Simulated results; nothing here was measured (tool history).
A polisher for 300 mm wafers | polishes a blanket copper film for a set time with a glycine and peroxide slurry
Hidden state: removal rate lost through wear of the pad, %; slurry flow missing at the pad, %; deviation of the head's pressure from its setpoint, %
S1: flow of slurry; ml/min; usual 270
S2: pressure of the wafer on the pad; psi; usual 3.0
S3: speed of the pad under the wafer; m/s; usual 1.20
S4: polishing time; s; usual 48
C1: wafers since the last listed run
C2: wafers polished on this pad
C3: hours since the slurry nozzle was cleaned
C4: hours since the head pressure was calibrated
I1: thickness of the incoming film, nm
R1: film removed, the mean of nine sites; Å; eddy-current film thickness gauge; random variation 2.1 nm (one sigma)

Run 1, hour 0.0: usual settings but S2 2.8 psi; C1 0; C2 90; C3 433.9; C4 605.8; I1 971.0. Result: R1 3016 Å.
Run 2, hour 7.6: usual settings but S2 2.8 psi; C1 122; C2 212; C3 441.5; C4 613.4; I1 963.1. Result: R1 2989 Å.
Run 3, hour 32.4: usual settings but S2 2.8 psi; C1 399; C2 612; C3 466.3; C4 638.2; I1 976.2. Result: R1 2965 Å.
Run 4, hour 45.1: usual settings but S2 2.5 psi, S4 61 s; C1 204; C2 816; C3 479.0; C4 650.9; I1 980.9. Result: R1 3358 Å.
Run 5, hour 57.7: usual settings but S3 0.98 m/s; C1 202; C2 1019; C3 491.6; C4 663.5; I1 983.5. Result: R1 2508 Å.
Run 6, hour 67.6: usual settings but S3 0.98 m/s; C1 159; C2 1179; C3 501.5; C4 673.4; I1 962.8. Result: R1 2485 Å.
At hour 73.3: worn pad replaced by a new one.
Run 7, hour 76.2: usual settings but S3 0.98 m/s; C1 74; C2 46; C3 510.1; C4 682.0; I1 981.5. Result: R1 2649 Å.
Run 8, hour 105.1: usual settings; C1 465; C2 511; C3 539.0; C4 710.9; I1 972.9. Result: R1 3055 Å.
Run 9, hour 113.6: usual settings; C1 136; C2 648; C3 547.5; C4 719.4; I1 955.7. Result: R1 3058 Å.
At hour 116.2: head pressure recalibrated.
Run 10, hour 130.4: usual settings; C1 238; C2 886; C3 564.3; C4 14.2; I1 986.9. Result: R1 3034 Å.
Run 11, hour 136.5: usual settings; C1 98; C2 985; C3 570.4; C4 20.3; I1 972.1. Result: R1 2943 Å.
At hour 146.9: worn pad replaced by a new one.
Run 12, hour 149.6: usual settings; C1 146; C2 43; C3 583.5; C4 33.4; I1 980.8. Result: R1 3136 Å.
Run 13, hour 158.9: usual settings; C1 149; C2 193; C3 592.8; C4 42.7; I1 961.3. Result: R1 3170 Å.
At hour 160.8: slurry nozzle cleaned.
Run 14, hour 176.0: usual settings but S1 245 ml/min, S2 3.7 psi, S3 0.84 m/s, S4 40 s; C1 259; C2 452; C3 15.2; C4 59.8; I1 956.6. Result: R1 2206 Å.
Run 15, hour 192.5: usual settings but S2 2.4 psi, S3 1.56 m/s, S4 56 s; C1 265; C2 718; C3 31.7; C4 76.3; I1 960.3. Result: R1 3829 Å.
Run 16, hour 202.4: usual settings but S1 330 ml/min, S3 1.48 m/s; C1 159; C2 878; C3 41.6; C4 86.2; I1 963.1. Result: R1 3704 Å.
At hour 216.9: worn pad replaced by a new one.
Run 17, hour 217.4: usual settings but S1 345 ml/min; C1 177; C2 7; C3 56.6; C4 101.2; I1 969.6. Result: R1 3217 Å.
Run 18, hour 221.4: usual settings but S3 0.98 m/s; C1 64; C2 72; C3 60.6; C4 105.2; I1 973.2. Result: R1 2609 Å.
Run 19, hour 237.5: usual settings; C1 259; C2 331; C3 76.7; C4 121.3; I1 974.7. Result: R1 3085 Å.
Run 20, hour 248.6: usual settings but S3 0.98 m/s, S4 53 s; C1 178; C2 510; C3 87.8; C4 132.4; I1 972.4. Result: R1 2872 Å.
Run 21, hour 262.7: usual settings but S1 345 ml/min, S2 3.8 psi, S4 63 s; C1 227; C2 737; C3 101.9; C4 146.5; I1 964.9. Result: R1 4880 Å.
Run 22, hour 276.1: usual settings but S1 345 ml/min, S4 56 s; C1 215; C2 953; C3 115.3; C4 159.9; I1 966.5. Result: R1 3571 Å.
Run 23, hour 284.7: usual settings; C1 138; C2 1091; C3 123.9; C4 168.5; I1 988.6. Result: R1 2944 Å.
At hour 297.5: worn pad replaced by a new one.
Run 24, hour 298.2: usual settings but S1 225 ml/min, S2 2.4 psi, S3 1.56 m/s, S4 43 s; C1 153; C2 11; C3 137.4; C4 182.0; I1 972.6. Result: R1 2908 Å.
Run 25, hour 304.4: usual settings but S1 345 ml/min, S2 3.8 psi, S3 0.92 m/s; C1 99; C2 111; C3 143.6; C4 188.2; I1 980.7. Result: R1 3042 Å.
Run 26, hour 315.8: usual settings but S1 245 ml/min, S2 3.7 psi, S3 0.84 m/s, S4 40 s; C1 183; C2 294; C3 155.0; C4 199.6; I1 970.5. Result: R1 2202 Å.

3 ways to go on from here, each from the tool as it stands after run 26. What would each give?
Run A, hour 316.2: usual settings but S3 1.48 m/s; C1 6; C2 301; C3 155.4; C4 200.0; I1 971.8. Result: R1 ?.
Run B, hour 316.2: usual settings but S4 43 s; C1 6; C2 301; C3 155.4; C4 200.0; I1 971.8. Result: R1 ?.
Run C, hour 316.2: usual settings but S2 2.7 psi; C1 6; C2 301; C3 155.4; C4 200.0; I1 971.8. Result: R1 ?.

run    R1
  A  3702
  B  2763
  C  2852
Without the tool's hidden state the same runs would have given:
run    R1
  A  3740
  B  2791
  C  2882
